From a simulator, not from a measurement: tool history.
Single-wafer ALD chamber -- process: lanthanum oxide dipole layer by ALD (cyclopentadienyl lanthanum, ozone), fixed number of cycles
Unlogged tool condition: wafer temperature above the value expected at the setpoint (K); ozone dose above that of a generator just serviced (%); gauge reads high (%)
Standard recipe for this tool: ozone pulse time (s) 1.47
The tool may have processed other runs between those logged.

| run | day | ozone pulse time (s) | wafers since the last listed run | hours since the last thermocouple change | hours since the last ozone generator service | hours since the showerhead was replaced | hours since the gauge calibration | read-back reference wafer on the same gauge, thickness_nm | mean film thickness on the monitor wafer (angstrom) |
|---|---|---|---|---|---|---|---|---|---|
| 1 | 0 | 1.24 | 0 | 2967.8 | 2081.8 | 2762.4 | 116.1 | 0.6 | 5.31 |
|  | 0.2 | gauge calibrated |
| 2 | 0.392 | 1.24 | 167 | 2977.2 | 2091.2 | 2771.8 | 4.6 | 0.6 | 5.34 |
| 3 | 0.704 | 1.24 | 133 | 2984.7 | 2098.7 | 2779.3 | 12.1 | 0.6 | 5.34 |
| 4 | 1.146 | 1.25 | 189 | 2995.3 | 2109.3 | 2789.9 | 22.7 | 0.6 | 5.33 |
| 5 | 1.596 | 1.27 | 192 | 3006.1 | 2120.1 | 2800.7 | 33.5 | 0.6 | 5.34 |
|  | 2.533 | thermocouple changed; heater temperature recalibrated |
| 6 | 2.554 | 1.27 | 267 | 0.5 | 2143.1 | 2823.7 | 56.5 | 0.6 | 5.36 |
|  | 2.967 | showerhead replaced |
|  | 2.979 | ozone generator serviced |
| 7 | 3.058 | 1.47 | 66 | 12.6 | 1.9 | 2.2 | 68.6 | 0.6 | 5.44 |
| 8 | 3.792 | 0.89 | 314 | 30.2 | 19.5 | 19.8 | 86.2 | 0.6 | 5.09 |
| 9 | 4.508 | 1.47 | 306 | 47.4 | 36.7 | 37 | 103.4 | 0.6 | 5.46 |

Run 10, settings as shown, results not yet in. Your forecast:
| 10 | 5.025 | 2 | 221 | 59.8 | 49.1 | 49.4 | 115.8 | ? | ? |

read-back reference wafer on the same gauge, thickness_nm: 0.6
mean film thickness on the monitor wafer (angstrom): 5.6
Take away the tool's hidden state, keep the run-to-run variation as it was, and the same run would have given mean film thickness on the monitor wafer (angstrom) 5.6.

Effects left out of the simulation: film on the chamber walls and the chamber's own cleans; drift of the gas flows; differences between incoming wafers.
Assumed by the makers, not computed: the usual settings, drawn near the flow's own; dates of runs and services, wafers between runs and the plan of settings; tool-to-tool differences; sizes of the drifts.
